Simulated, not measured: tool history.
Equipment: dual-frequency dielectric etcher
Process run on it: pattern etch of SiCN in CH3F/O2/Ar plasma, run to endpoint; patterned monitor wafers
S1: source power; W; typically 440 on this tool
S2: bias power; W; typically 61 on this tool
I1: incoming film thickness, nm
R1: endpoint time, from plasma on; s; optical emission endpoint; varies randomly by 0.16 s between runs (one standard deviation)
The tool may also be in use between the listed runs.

run 1 hour=0 | S1=440 S2=61 | I1=9.69 | R1=25.9
run 2 hour=48.6 | S1=440 S2=61 | I1=9.72 | R1=25.9
run 3 hour=297 | S1=440 S2=61 | I1=9.71 | R1=26.2
-- hour=346.5 wet clean of the chamber
run 4 hour=363.4 | S1=440 S2=61 | I1=9.64 | R1=25.4
run 5 hour=430.8 | S1=440 S2=61 | I1=9.74 | R1=25.9
run 6 hour=509.8 | S1=440 S2=61 | I1=9.68 | R1=25.8
run 7 hour=596.2 | S1=440 S2=61 | I1=9.69 | R1=25.7
-- hour=779.1 upper electrode replaced
run 8 hour=815.3 | S1=440 S2=61 | I1=9.66 | R1=25.9
run 9 hour=873.6 | S1=500 S2=61 | I1=9.8 | R1=25.6
-- hour=954.5 wet clean of the chamber
run 10 hour=955 | S1=500 S2=61 | I1=9.67 | R1=25
run 11 hour=985.4 | S1=500 S2=61 | I1=9.62 | R1=24.9
run 12 hour=1088.2 | S1=440 S2=61 | I1=9.72 | R1=25.6

Run 13, settings as shown, results not yet in. Your forecast:
run 13 hour=1168.7 | S1=330 S2=61 | I1=9.77 | R1=?

Run 13 came out at R1 27.6 s.
Were there no unlogged condition in the tool, this run, its random variation unchanged, would have produced R1 27.6 s.
